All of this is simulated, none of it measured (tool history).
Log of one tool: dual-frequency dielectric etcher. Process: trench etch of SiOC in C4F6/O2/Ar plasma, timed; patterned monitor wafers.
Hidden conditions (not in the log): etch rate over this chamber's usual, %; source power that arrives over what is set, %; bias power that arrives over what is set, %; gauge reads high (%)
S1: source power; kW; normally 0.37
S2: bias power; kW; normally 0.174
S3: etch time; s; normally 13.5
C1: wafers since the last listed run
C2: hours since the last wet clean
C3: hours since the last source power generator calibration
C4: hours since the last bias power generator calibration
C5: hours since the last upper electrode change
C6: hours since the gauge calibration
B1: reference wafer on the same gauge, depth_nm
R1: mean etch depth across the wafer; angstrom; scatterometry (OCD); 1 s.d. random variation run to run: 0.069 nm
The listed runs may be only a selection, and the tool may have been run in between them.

{"run": 1, "day": 0.0, "S1": 0.37, "S2": 0.174, "S3": 13.5, "C1": 0, "C2": 336.1, "C3": 1512, "C4": 3380.3, "C5": 3821.1, "C6": 423.6, "B1": 21.13, "R1": 259.9}
{"run": 2, "day": 0.617, "S1": 0.37, "S2": 0.174, "S3": 13.5, "C1": 222, "C2": 350.9, "C3": 1526.8, "C4": 3395.1, "C5": 3835.9, "C6": 438.4, "B1": 21.12, "R1": 259.9}
{"run": 3, "day": 1.65, "S1": 0.37, "S2": 0.174, "S3": 13.5, "C1": 373, "C2": 375.7, "C3": 1551.6, "C4": 3419.9, "C5": 3860.7, "C6": 463.2, "B1": 21.13, "R1": 260.7}
{"run": 4, "day": 2.621, "S1": 0.37, "S2": 0.174, "S3": 11, "C1": 350, "C2": 399, "C3": 1574.9, "C4": 3443.2, "C5": 3884, "C6": 486.5, "B1": 21.13, "R1": 211.9}
{"run": 5, "day": 3.971, "S1": 0.31, "S2": 0.174, "S3": 14.5, "C1": 487, "C2": 431.4, "C3": 1607.3, "C4": 3475.6, "C5": 3916.4, "C6": 518.9, "B1": 21.14, "R1": 256.6}
{"run": 6, "day": 4.975, "S1": 0.31, "S2": 0.174, "S3": 14.5, "C1": 362, "C2": 455.5, "C3": 1631.4, "C4": 3499.7, "C5": 3940.5, "C6": 543, "B1": 21.13, "R1": 257.1}
{"day": 6.5, "done": "upper electrode replaced"}
{"run": 7, "day": 6.521, "S1": 0.31, "S2": 0.174, "S3": 14.5, "C1": 197, "C2": 492.6, "C3": 1668.5, "C4": 3536.8, "C5": 0.5, "C6": 580.1, "B1": 21.16, "R1": 257.1}
{"run": 8, "day": 6.838, "S1": 0.37, "S2": 0.174, "S3": 13.5, "C1": 114, "C2": 500.2, "C3": 1676.1, "C4": 3544.4, "C5": 8.1, "C6": 587.7, "B1": 21.15, "R1": 259.9}
{"day": 6.958, "done": "gauge calibrated"}
{"run": 9, "day": 7.712, "S1": 0.34, "S2": 0.174, "S3": 13.5, "C1": 315, "C2": 521.2, "C3": 1697.1, "C4": 3565.4, "C5": 29.1, "C6": 18.1, "B1": 20.91, "R1": 247.4}
{"day": 9.021, "done": "wet clean of the chamber"}
{"day": 9.221, "done": "source power generator calibrated"}
{"run": 10, "day": 10.071, "S1": 0.37, "S2": 0.174, "S3": 13.5, "C1": 430, "C2": 25.2, "C3": 20.4, "C4": 3622, "C5": 85.7, "C6": 74.7, "B1": 20.99, "R1": 257.8}
{"run": 11, "day": 11.408, "S1": 0.35, "S2": 0.174, "S3": 11.5, "C1": 482, "C2": 57.3, "C3": 52.5, "C4": 3654.1, "C5": 117.8, "C6": 106.8, "B1": 21.02, "R1": 213.5}
{"run": 12, "day": 12.096, "S1": 0.37, "S2": 0.187, "S3": 17, "C1": 248, "C2": 73.8, "C3": 69, "C4": 3670.6, "C5": 134.3, "C6": 123.3, "B1": 21.02, "R1": 329.1}
{"run": 13, "day": 12.942, "S1": 0.31, "S2": 0.137, "S3": 15, "C1": 305, "C2": 94.1, "C3": 89.3, "C4": 3690.9, "C5": 154.6, "C6": 143.6, "B1": 21.03, "R1": 256.4}
{"run": 14, "day": 13.779, "S1": 0.41, "S2": 0.132, "S3": 10.5, "C1": 302, "C2": 114.2, "C3": 109.4, "C4": 3711, "C5": 174.7, "C6": 163.7, "B1": 21.05, "R1": 203.4}
{"day": 14.012, "done": "bias power generator calibrated"}
{"run": 15, "day": 14.608, "S1": 0.32, "S2": 0.174, "S3": 10, "C1": 239, "C2": 134.1, "C3": 129.3, "C4": 14.3, "C5": 194.6, "C6": 183.6, "B1": 21.07, "R1": 178.8}
{"run": 16, "day": 15.254, "S1": 0.41, "S2": 0.132, "S3": 10.5, "C1": 233, "C2": 149.6, "C3": 144.8, "C4": 29.8, "C5": 210.1, "C6": 199.1, "B1": 21.07, "R1": 202.4}
{"run": 17, "day": 16.45, "S1": 0.37, "S2": 0.199, "S3": 16, "C1": 431, "C2": 178.3, "C3": 173.5, "C4": 58.5, "C5": 238.8, "C6": 227.8, "B1": 21.08, "R1": 312.5}
{"run": 18, "day": 17.45, "S1": 0.45, "S2": 0.186, "S3": 15.5, "C1": 361, "C2": 202.3, "C3": 197.5, "C4": 82.5, "C5": 262.8, "C6": 251.8, "B1": 21.09, "R1": 330}
{"run": 19, "day": 18.204, "S1": 0.37, "S2": 0.174, "S3": 13.5, "C1": 272, "C2": 220.4, "C3": 215.6, "C4": 100.6, "C5": 280.9, "C6": 269.9, "B1": 21.1, "R1": 259.3}
{"run": 20, "day": 19.112, "S1": 0.3, "S2": 0.145, "S3": 12, "C1": 327, "C2": 242.2, "C3": 237.4, "C4": 122.4, "C5": 302.7, "C6": 291.7, "B1": 21.11, "R1": 204}
{"run": 21, "day": 20.071, "S1": 0.37, "S2": 0.174, "S3": 13.5, "C1": 345, "C2": 265.2, "C3": 260.4, "C4": 145.4, "C5": 325.7, "C6": 314.7, "B1": 21.11, "R1": 260.8}

Each row is a separate what-if for the run after 21, all from the same tool condition, not one after another. Results?
{"run": "A", "day": 20.088, "S1": 0.37, "S2": 0.174, "S3": 13.5, "C1": 6, "C2": 265.6, "C3": 260.8, "C4": 145.8, "C5": 326.1, "C6": 315.1, "B1": "?", "R1": "?"}
{"run": "B", "day": 20.088, "S1": 0.37, "S2": 0.197, "S3": 13.5, "C1": 6, "C2": 265.6, "C3": 260.8, "C4": 145.8, "C5": 326.1, "C6": 315.1, "B1": "?", "R1": "?"}
{"run": "C", "day": 20.088, "S1": 0.37, "S2": 0.207, "S3": 13.5, "C1": 6, "C2": 265.6, "C3": 260.8, "C4": 145.8, "C5": 326.1, "C6": 315.1, "B1": "?", "R1": "?"}

run=A B1=21.11 R1=260.1
run=B B1=21.11 R1=265.5
run=C B1=21.11 R1=267.8
What these runs would have given with no unlogged condition in the tool:
run=A R1=257.4
run=B R1=262.7
run=C R1=265
